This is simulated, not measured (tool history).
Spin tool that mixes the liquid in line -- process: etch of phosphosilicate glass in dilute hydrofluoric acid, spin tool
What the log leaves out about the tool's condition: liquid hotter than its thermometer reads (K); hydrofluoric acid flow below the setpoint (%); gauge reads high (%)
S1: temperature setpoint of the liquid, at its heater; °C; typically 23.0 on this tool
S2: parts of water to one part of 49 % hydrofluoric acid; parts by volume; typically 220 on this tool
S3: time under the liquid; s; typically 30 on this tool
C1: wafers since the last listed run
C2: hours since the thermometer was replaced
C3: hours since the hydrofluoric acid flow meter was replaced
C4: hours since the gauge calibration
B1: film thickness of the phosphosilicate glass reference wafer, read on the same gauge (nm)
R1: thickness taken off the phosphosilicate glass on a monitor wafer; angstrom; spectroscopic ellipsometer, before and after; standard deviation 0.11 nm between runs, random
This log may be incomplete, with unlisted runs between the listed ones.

{"run": 1, "day": 0.0, "S1": 23.0, "S2": 220, "S3": 30, "C1": 0, "C2": 86.7, "C3": 507.8, "C4": 1759.2, "B1": 30.0, "R1": 165.0}
{"run": 2, "day": 1.388, "S1": 23.0, "S2": 220, "S3": 30, "C1": 305, "C2": 120.0, "C3": 541.1, "C4": 1792.5, "B1": 30.01, "R1": 167.8}
{"run": 3, "day": 3.812, "S1": 23.0, "S2": 220, "S3": 30, "C1": 534, "C2": 178.2, "C3": 599.3, "C4": 1850.7, "B1": 30.03, "R1": 166.8}
{"run": 4, "day": 4.942, "S1": 23.0, "S2": 255, "S3": 20, "C1": 248, "C2": 205.3, "C3": 626.4, "C4": 1877.8, "B1": 29.99, "R1": 93.6}
{"run": 5, "day": 6.104, "S1": 23.0, "S2": 255, "S3": 20, "C1": 255, "C2": 233.2, "C3": 654.3, "C4": 1905.7, "B1": 30.0, "R1": 92.4}
{"run": 6, "day": 7.758, "S1": 27.0, "S2": 220, "S3": 30, "C1": 364, "C2": 272.9, "C3": 694.0, "C4": 1945.4, "B1": 30.02, "R1": 193.4}
{"run": 7, "day": 10.396, "S1": 27.0, "S2": 220, "S3": 30, "C1": 580, "C2": 336.2, "C3": 757.3, "C4": 2008.7, "B1": 29.99, "R1": 197.4}
{"run": 8, "day": 13.117, "S1": 23.0, "S2": 220, "S3": 30, "C1": 599, "C2": 401.5, "C3": 822.6, "C4": 2074.0, "B1": 29.99, "R1": 168.4}
{"run": 9, "day": 20.796, "S1": 23.0, "S2": 220, "S3": 30, "C1": 1691, "C2": 585.8, "C3": 1006.9, "C4": 2258.3, "B1": 29.98, "R1": 172.7}
{"day": 22.667, "done": "thermometer replaced"}
{"run": 10, "day": 25.8, "S1": 23.0, "S2": 220, "S3": 30, "C1": 1092, "C2": 75.2, "C3": 1127.0, "C4": 2378.4, "B1": 29.99, "R1": 164.0}
{"run": 11, "day": 26.825, "S1": 23.0, "S2": 220, "S3": 30, "C1": 225, "C2": 99.8, "C3": 1151.6, "C4": 2403.0, "B1": 30.01, "R1": 167.1}
{"run": 12, "day": 28.254, "S1": 23.0, "S2": 220, "S3": 30, "C1": 314, "C2": 134.1, "C3": 1185.9, "C4": 2437.3, "B1": 29.99, "R1": 164.8}
{"day": 29.483, "done": "hydrofluoric acid flow meter replaced"}
{"run": 13, "day": 30.779, "S1": 23.0, "S2": 220, "S3": 30, "C1": 546, "C2": 194.7, "C3": 31.1, "C4": 2497.9, "B1": 30.0, "R1": 167.6}
{"run": 14, "day": 33.117, "S1": 23.0, "S2": 220, "S3": 30, "C1": 514, "C2": 250.8, "C3": 87.2, "C4": 2554.0, "B1": 30.0, "R1": 170.2}
{"run": 15, "day": 35.05, "S1": 23.0, "S2": 175, "S3": 35, "C1": 425, "C2": 297.2, "C3": 133.6, "C4": 2600.4, "B1": 29.99, "R1": 258.6}
{"run": 16, "day": 36.712, "S1": 23.0, "S2": 220, "S3": 30, "C1": 366, "C2": 337.1, "C3": 173.5, "C4": 2640.3, "B1": 30.01, "R1": 167.4}
{"run": 17, "day": 39.638, "S1": 23.0, "S2": 220, "S3": 30, "C1": 644, "C2": 407.3, "C3": 243.7, "C4": 2710.5, "B1": 30.0, "R1": 168.7}
{"run": 18, "day": 40.683, "S1": 23.0, "S2": 220, "S3": 45, "C1": 230, "C2": 432.4, "C3": 268.8, "C4": 2735.6, "B1": 29.99, "R1": 254.4}
{"run": 19, "day": 43.192, "S1": 23.0, "S2": 220, "S3": 30, "C1": 552, "C2": 492.6, "C3": 329.0, "C4": 2795.8, "B1": 30.01, "R1": 170.7}
{"run": 20, "day": 46.096, "S1": 27.5, "S2": 220, "S3": 40, "C1": 639, "C2": 562.3, "C3": 398.7, "C4": 2865.5, "B1": 30.01, "R1": 269.3}
{"day": 48.804, "done": "gauge calibrated"}
{"run": 21, "day": 50.804, "S1": 27.0, "S2": 115, "S3": 45, "C1": 1036, "C2": 675.3, "C3": 511.7, "C4": 48.0, "B1": 29.99, "R1": 653.1}
{"run": 22, "day": 52.704, "S1": 21.0, "S2": 155, "S3": 30, "C1": 418, "C2": 720.9, "C3": 557.3, "C4": 93.6, "B1": 30.0, "R1": 247.6}
{"day": 53.417, "done": "thermometer replaced"}
{"run": 23, "day": 55.642, "S1": 23.0, "S2": 220, "S3": 30, "C1": 637, "C2": 53.4, "C3": 627.8, "C4": 164.1, "B1": 30.01, "R1": 165.0}
{"run": 24, "day": 56.733, "S1": 21.0, "S2": 300, "S3": 30, "C1": 240, "C2": 79.6, "C3": 654.0, "C4": 190.3, "B1": 29.99, "R1": 105.7}
{"run": 25, "day": 59.338, "S1": 23.0, "S2": 220, "S3": 30, "C1": 573, "C2": 142.1, "C3": 716.5, "C4": 252.8, "B1": 30.01, "R1": 166.2}
{"run": 26, "day": 60.992, "S1": 20.5, "S2": 180, "S3": 45, "C1": 364, "C2": 181.8, "C3": 756.2, "C4": 292.5, "B1": 30.0, "R1": 289.6}
{"run": 27, "day": 66.867, "S1": 23.0, "S2": 220, "S3": 30, "C1": 1293, "C2": 322.8, "C3": 897.2, "C4": 433.5, "B1": 30.0, "R1": 169.4}
{"run": 28, "day": 69.4, "S1": 23.0, "S2": 220, "S3": 30, "C1": 557, "C2": 383.6, "C3": 958.0, "C4": 494.3, "B1": 30.01, "R1": 168.5}
{"run": 29, "day": 71.975, "S1": 23.0, "S2": 130, "S3": 30, "C1": 567, "C2": 445.4, "C3": 1019.8, "C4": 556.1, "B1": 30.01, "R1": 317.2}
{"run": 30, "day": 74.733, "S1": 27.5, "S2": 220, "S3": 30, "C1": 607, "C2": 511.6, "C3": 1086.0, "C4": 622.3, "B1": 29.99, "R1": 201.9}
{"run": 31, "day": 76.35, "S1": 23.0, "S2": 140, "S3": 30, "C1": 356, "C2": 550.4, "C3": 1124.8, "C4": 661.1, "B1": 29.99, "R1": 295.2}
{"run": 32, "day": 79.262, "S1": 20.0, "S2": 275, "S3": 30, "C1": 641, "C2": 620.3, "C3": 1194.7, "C4": 731.0, "B1": 29.99, "R1": 116.9}

Here are 4 independent what-if runs from the current tool condition. What would each one return?
{"run": "A", "day": 79.279, "S1": 25.5, "S2": 220, "S3": 30, "C1": 3, "C2": 620.7, "C3": 1195.1, "C4": 731.4, "B1": "?", "R1": "?"}
{"run": "B", "day": 79.279, "S1": 27.0, "S2": 315, "S3": 45, "C1": 3, "C2": 620.7, "C3": 1195.1, "C4": 731.4, "B1": "?", "R1": "?"}
{"run": "C", "day": 79.279, "S1": 24.5, "S2": 135, "S3": 30, "C1": 3, "C2": 620.7, "C3": 1195.1, "C4": 731.4, "B1": "?", "R1": "?"}
{"run": "D", "day": 79.279, "S1": 21.5, "S2": 315, "S3": 45, "C1": 3, "C2": 620.7, "C3": 1195.1, "C4": 731.4, "B1": "?", "R1": "?"}

run=A B1=30.02 R1=189.3
run=B B1=30.02 R1=188.3
run=C B1=30.02 R1=328.5
run=D B1=30.02 R1=156.4
With no hidden state in the tool, these same runs would have given:
run=A R1=180.1
run=B R1=179.8
run=C R1=311.4
run=D R1=148.9

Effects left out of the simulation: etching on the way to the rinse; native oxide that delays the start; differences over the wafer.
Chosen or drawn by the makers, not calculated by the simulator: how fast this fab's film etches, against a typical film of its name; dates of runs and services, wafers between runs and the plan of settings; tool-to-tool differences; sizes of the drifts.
